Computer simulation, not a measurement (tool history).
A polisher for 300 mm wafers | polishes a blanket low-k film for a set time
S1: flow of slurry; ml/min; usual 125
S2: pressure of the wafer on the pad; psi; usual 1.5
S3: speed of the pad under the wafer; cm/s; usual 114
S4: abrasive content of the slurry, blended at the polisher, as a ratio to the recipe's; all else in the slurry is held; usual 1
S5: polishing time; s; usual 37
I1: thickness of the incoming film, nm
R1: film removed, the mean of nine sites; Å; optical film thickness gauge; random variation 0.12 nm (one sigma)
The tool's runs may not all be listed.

| run | hour | S1 | S2 | S3 | S4 | S5 | I1 | R1 |
|---|---|---|---|---|---|---|---|---|
| 1 | 0 | 125 | 1.5 | 114 | 1 | 37 | 449.5 | 108 |
| 2 | 8.4 | 145 | 1.5 | 114 | 1 | 37 | 441.7 | 111 |
| 3 | 22.3 | 145 | 1.5 | 114 | 1 | 37 | 451.3 | 107 |
| 4 | 32.2 | 145 | 1.5 | 114 | 1 | 37 | 458 | 97 |
| 5 | 46.6 | 125 | 1.5 | 114 | 1 | 37 | 454.1 | 97 |
| 6 | 63.9 | 125 | 1.5 | 114 | 1 | 37 | 457.3 | 97 |
| 7 | 70.6 | 125 | 1.5 | 114 | 1 | 37 | 453.4 | 96 |
| 8 | 82.6 | 125 | 1.5 | 114 | 1 | 37 | 449.6 | 93 |
| 9 | 90.7 | 125 | 1.5 | 142 | 1 | 37 | 440.4 | 126 |
| 10 | 108.4 | 145 | 1.5 | 98 | 1 | 37 | 450.6 | 109 |
| 11 | 118.7 | 85 | 1.8 | 114 | 1.3 | 28 | 452.3 | 105 |
| 12 | 131.8 | 125 | 1.5 | 114 | 1 | 28 | 448.9 | 86 |
| 13 | 140.3 | 125 | 2 | 114 | 1 | 37 | 449.9 | 143 |
| 14 | 158.3 | 160 | 1.5 | 114 | 1 | 37 | 452.9 | 114 |
| 15 | 164.3 | 150 | 1.5 | 114 | 1 | 37 | 450 | 111 |
| 16 | 172.2 | 125 | 1.5 | 114 | 0.8 | 37 | 441.8 | 89 |
| 17 | 188.9 | 125 | 1.3 | 114 | 1 | 48 | 449.5 | 119 |
| 18 | 202.1 | 125 | 1.5 | 114 | 1 | 37 | 448.4 | 100 |
| 19 | 217.8 | 125 | 1.5 | 86 | 1 | 37 | 449.9 | 98 |
| 20 | 228 | 125 | 1.7 | 114 | 1 | 28 | 446.9 | 92 |
| 21 | 234 | 125 | 1.5 | 114 | 1 | 37 | 456.1 | 113 |
| 22 | 240.6 | 125 | 1.5 | 114 | 1 | 37 | 458.2 | 114 |
| 23 | 251.7 | 125 | 1 | 114 | 1 | 32 | 442.7 | 69 |
| 24 | 260.7 | 125 | 1 | 114 | 1 | 43 | 454.9 | 90 |
| 25 | 274.3 | 125 | 1 | 114 | 1 | 37 | 446.5 | 78 |

Taken out of this log: 7 entries between the listed runs. Where each belongs, and how the hidden state differs across it:
Between runs 3 and 4: worn pad replaced by a new one (hour 31.7)
  removal rate lost through wear of the pad, %: 7.87 -> 15.2
  measured less the result without the state, R1: -9 -> -18 Å
Between runs 8 and 9: worn pad replaced by a new one, repeated, since the last time left the tool worse (hour 90.3)
  removal rate lost through wear of the pad, %: 17.5 -> 0.361
  measured less the result without the state, R1: -20 -> -1 Å
Between runs 10 and 11: head pressure recalibrated (hour 115.6)
  removal rate lost through wear of the pad, %: 0.657 -> 1.09
  measured less the result without the state, R1: -1 -> -1 Å
Between runs 11 and 12: slurry nozzle cleaned (hour 129.4)
  removal rate lost through wear of the pad, %: 1.09 -> 1.91
  measured less the result without the state, R1: -1 -> -2 Å
Between runs 16 and 17: conditioning disc replaced and pad reconditioned (hour 177.9)
  removal rate lost through wear of the pad, %: 6.41 -> 9.12
  measured less the result without the state, R1: -6 -> -12 Å
Between runs 18 and 19: worn pad replaced by a new one (hour 209.7)
  removal rate lost through wear of the pad, %: 11.6 -> 1.05
  measured less the result without the state, R1: -13 -> -1 Å
Between runs 24 and 25: slurry blender recalibrated (hour 268.4)
  removal rate lost through wear of the pad, %: 3.33 -> 4.75
  measured less the result without the state, R1: -3 -> -4 Å

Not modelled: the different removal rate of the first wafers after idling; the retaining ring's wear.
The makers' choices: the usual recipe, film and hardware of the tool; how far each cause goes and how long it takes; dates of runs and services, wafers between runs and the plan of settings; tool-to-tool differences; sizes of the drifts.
